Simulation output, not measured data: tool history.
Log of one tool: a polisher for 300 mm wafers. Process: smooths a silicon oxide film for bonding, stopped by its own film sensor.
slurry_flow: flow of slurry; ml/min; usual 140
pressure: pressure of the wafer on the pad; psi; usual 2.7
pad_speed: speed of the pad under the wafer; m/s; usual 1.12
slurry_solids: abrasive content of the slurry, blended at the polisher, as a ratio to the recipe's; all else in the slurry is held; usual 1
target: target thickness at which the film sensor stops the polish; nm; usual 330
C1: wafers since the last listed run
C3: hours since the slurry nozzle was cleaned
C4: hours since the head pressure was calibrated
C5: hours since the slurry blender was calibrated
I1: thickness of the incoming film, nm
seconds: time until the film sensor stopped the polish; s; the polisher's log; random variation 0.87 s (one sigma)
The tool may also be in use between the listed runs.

Run 1, day 0: usual settings; C1 0; wafers polished on this pad 535; C3 395.6; C4 140.8; C5 210.9; I1 404.7. Result: seconds 88.8 s.
Run 2, day 4.4: usual settings but pressure 2.9 psi; C1 1262; wafers polished on this pad 1797; C3 501.2; C4 246.4; C5 316.5; I1 418.9. Result: seconds 100.8 s.
At day 7.921: slurry nozzle cleaned.
Run 3, day 8.288: usual settings but pressure 2.9 psi; C1 1103; wafers polished on this pad 2901; C3 8.8; C4 339.7; C5 409.8; I1 411. Result: seconds 94.7 s.
Run 4, day 10: usual settings but pressure 2.9 psi; C1 491; wafers polished on this pad 3392; C3 49.9; C4 380.8; C5 450.9; I1 410.1. Result: seconds 93.9 s.
Run 5, day 13.008: usual settings but pad_speed 1.3 m/s; C1 863; wafers polished on this pad 4255; C3 122.1; C4 453; C5 523.1; I1 406.3. Result: seconds 87.5 s.
At day 15.208: slurry blender recalibrated.
Run 6, day 17.108: usual settings but pressure 2.4 psi; C1 1152; wafers polished on this pad 5407; C3 220.5; C4 551.4; C5 45.6; I1 410.1. Result: seconds 105.3 s.
At day 18.025: worn pad replaced by a new one.
At day 18.808: head pressure recalibrated.
Run 7, day 19.721: usual settings but pressure 2.4 psi; C1 677; wafers polished on this pad 462; C3 283.2; C4 21.9; C5 108.3; I1 406.7. Result: seconds 100.4 s.
Run 8, day 26.179: usual settings but pressure 2.4 psi; C1 1852; wafers polished on this pad 2314; C3 438.2; C4 176.9; C5 263.3; I1 405. Result: seconds 101 s.
Run 9, day 29.333: usual settings; C1 904; wafers polished on this pad 3219; C3 513.9; C4 252.6; C5 339; I1 416.1. Result: seconds 104.1 s.
At day 30.983: slurry nozzle cleaned.
Run 10, day 31.779: usual settings; C1 689; wafers polished on this pad 3909; C3 19.1; C4 311.3; C5 397.7; I1 403.4. Result: seconds 90.7 s.
Run 11, day 34.833: usual settings; C1 876; wafers polished on this pad 4785; C3 92.4; C4 384.6; C5 471; I1 409.4. Result: seconds 99.9 s.
At day 36.021: slurry blender recalibrated.
Run 12, day 37.5: usual settings; C1 741; wafers polished on this pad 5526; C3 156.4; C4 448.6; C5 35.5; I1 408. Result: seconds 90.7 s.
At day 39.279: worn pad replaced by a new one.
Run 13, day 39.467: usual settings but pad_speed 1.32 m/s, target 317 nm; C1 516; wafers polished on this pad 53; C3 203.6; C4 495.8; C5 82.7; I1 404.6. Result: seconds 89.5 s.
At day 39.7: head pressure recalibrated.
Run 14, day 42.696: usual settings but slurry_flow 175 ml/min, pressure 2.1 psi, pad_speed 1.46 m/s, slurry_solids 0.85; C1 902; wafers polished on this pad 955; C3 281.1; C4 71.9; C5 160.2; I1 411.8. Result: seconds 106.4 s.
Run 15, day 46.592: usual settings; C1 1117; wafers polished on this pad 2073; C3 374.6; C4 165.4; C5 253.7; I1 416.7. Result: seconds 102.6 s.
Run 16, day 50.225: usual settings; C1 1042; wafers polished on this pad 3115; C3 461.8; C4 252.6; C5 340.9; I1 406. Result: seconds 91.7 s.
At day 52.792: slurry nozzle cleaned.
Run 17, day 54.171: usual settings but pressure 3.5 psi, pad_speed 1.5 m/s, target 343 nm; C1 1120; wafers polished on this pad 4235; C3 33.1; C4 347.3; C5 435.6; I1 411.7. Result: seconds 54.3 s.
At day 57.433: slurry blender recalibrated.
Run 18, day 57.454: usual settings but slurry_flow 155 ml/min, pressure 3.3 psi, slurry_solids 1.15, target 308 nm; C1 918; wafers polished on this pad 5153; C3 111.9; C4 426.1; C5 0.5; I1 410.4. Result: seconds 90.1 s.
Run 19, day 61.567: usual settings but slurry_flow 115 ml/min, pad_speed 1.48 m/s, slurry_solids 1.15; C1 1179; wafers polished on this pad 6333; C3 210.6; C4 524.8; C5 99.2; I1 414. Result: seconds 82.5 s.
At day 62.146: worn pad replaced by a new one.
At day 62.75: head pressure recalibrated.
Run 20, day 64.829: usual settings but slurry_flow 115 ml/min, pressure 2.1 psi, slurry_solids 0.9, target 350 nm; C1 864; wafers polished on this pad 746; C3 288.9; C4 49.9; C5 177.5; I1 404.5. Result: seconds 89.7 s.
Run 21, day 66.883: usual settings but pressure 2.3 psi; C1 589; wafers polished on this pad 1335; C3 338.2; C4 99.2; C5 226.8; I1 412.7. Result: seconds 116.3 s.
Run 22, day 68.821: usual settings but pad_speed 0.78 m/s, slurry_solids 0.85; C1 555; wafers polished on this pad 1891; C3 384.7; C4 145.7; C5 273.3; I1 407.6. Result: seconds 127.6 s.
Run 23, day 72.421: usual settings; C1 1032; wafers polished on this pad 2924; C3 471.1; C4 232.1; C5 359.7; I1 405. Result: seconds 92.1 s.
Run 24, day 76.779: usual settings but slurry_flow 95 ml/min, pressure 3.5 psi, pad_speed 1 m/s; C1 1250; wafers polished on this pad 4174; C3 575.7; C4 336.7; C5 464.3; I1 413.5. Result: seconds 93.4 s.
At day 76.867: slurry nozzle cleaned.
At day 78.933: slurry blender recalibrated.
Run 25, day 81.054: usual settings but pressure 2.2 psi, pad_speed 1.48 m/s; C1 1190; wafers polished on this pad 5365; C3 100.5; C4 439.3; C5 50.9; I1 410.6. Result: seconds 95.5 s.
At day 83.162: worn pad replaced by a new one.
Run 26, day 83.842: usual settings; C1 751; wafers polished on this pad 194; C3 167.4; C4 506.2; C5 117.8; I1 417.1. Result: seconds 102.8 s.
At day 84.175: head pressure recalibrated.
Run 27, day 88.3: usual settings but slurry_flow 90 ml/min, pressure 3.6 psi; C1 1255; wafers polished on this pad 1449; C3 274.4; C4 99; C5 224.8; I1 413.5. Result: seconds 79.8 s.
Run 28, day 92.579: usual settings but pad_speed 1.22 m/s, target 321 nm; C1 1227; wafers polished on this pad 2677; C3 377.1; C4 201.7; C5 327.5; I1 401.1. Result: seconds 92.3 s.
Run 29, day 95.171: usual settings; C1 743; wafers polished on this pad 3420; C3 439.3; C4 263.9; C5 389.7; I1 411. Result: seconds 100.5 s.

Forecast each of these 4 alternatives for the next run:
Run A, day 95.188: usual settings; C1 4; wafers polished on this pad 3425; C3 439.7; C4 264.3; C5 390.1; I1 406.9. Result: seconds ?.
Run B, day 95.188: usual settings but pressure 1.9 psi, slurry_solids 0.85, target 341 nm; C1 4; wafers polished on this pad 3425; C3 439.7; C4 264.3; C5 390.1; I1 406.9. Result: seconds ?.
Run C, day 95.188: usual settings but slurry_flow 170 ml/min, pressure 2.4 psi, pad_speed 0.78 m/s, target 316 nm; C1 4; wafers polished on this pad 3425; C3 439.7; C4 264.3; C5 390.1; I1 406.9. Result: seconds ?.
Run D, day 95.188: usual settings but slurry_flow 185 ml/min, target 344 nm; C1 4; wafers polished on this pad 3425; C3 439.7; C4 264.3; C5 390.1; I1 406.9. Result: seconds ?.

run  seconds
  A     94.8
  B    122.8
  C    157.2
  D     74.8
Without the tool's hidden state the same runs would have given:
run  seconds
  A     83.5
  B    107.4
  C    138.4
  D     65.8
